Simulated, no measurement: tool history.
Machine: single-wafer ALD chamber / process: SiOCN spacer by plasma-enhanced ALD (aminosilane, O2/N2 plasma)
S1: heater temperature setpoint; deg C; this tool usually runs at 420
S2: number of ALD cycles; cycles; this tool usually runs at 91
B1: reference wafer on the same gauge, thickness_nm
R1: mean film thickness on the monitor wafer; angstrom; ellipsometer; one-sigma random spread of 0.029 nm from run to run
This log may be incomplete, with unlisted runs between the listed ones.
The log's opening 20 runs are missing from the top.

run,hour,S1,S2,B1,R1
21,465.5,435,97,6.707,58.53
# hour 484.7: thermocouple changed; heater temperature recalibrated
22,501.0,420,91,6.685,56.22
23,521.9,405,91,6.676,58.69
24,535.3,415,107,6.672,67.80
25,619.4,408,84,6.645,54.30
# hour 673.5: gauge calibrated
26,713.7,420,96,6.820,60.88
27,748.1,428,91,6.816,56.64
28,783.5,425,101,6.820,63.10
29,804.5,411,82,6.812,53.68
30,837.7,413,101,6.812,65.14
31,867.0,420,81,6.823,51.27
32,895.3,416,91,6.817,57.92
33,909.6,420,100,6.813,63.06
34,938.4,420,91,6.805,57.89

What if the next run were any one of these 4? Each begins from the tool's condition after run 34:
A,939.0,420,108,?,?
B,939.0,433,100,?,?
C,939.0,411,106,?,?
D,939.0,420,107,?,?

run,B1,R1
A,6.800,68.35
B,6.800,60.94
C,6.800,68.81
D,6.800,67.72
With no hidden state in the tool, these same runs would have given:
run,R1
A,68.69
B,61.25
C,69.15
D,68.05

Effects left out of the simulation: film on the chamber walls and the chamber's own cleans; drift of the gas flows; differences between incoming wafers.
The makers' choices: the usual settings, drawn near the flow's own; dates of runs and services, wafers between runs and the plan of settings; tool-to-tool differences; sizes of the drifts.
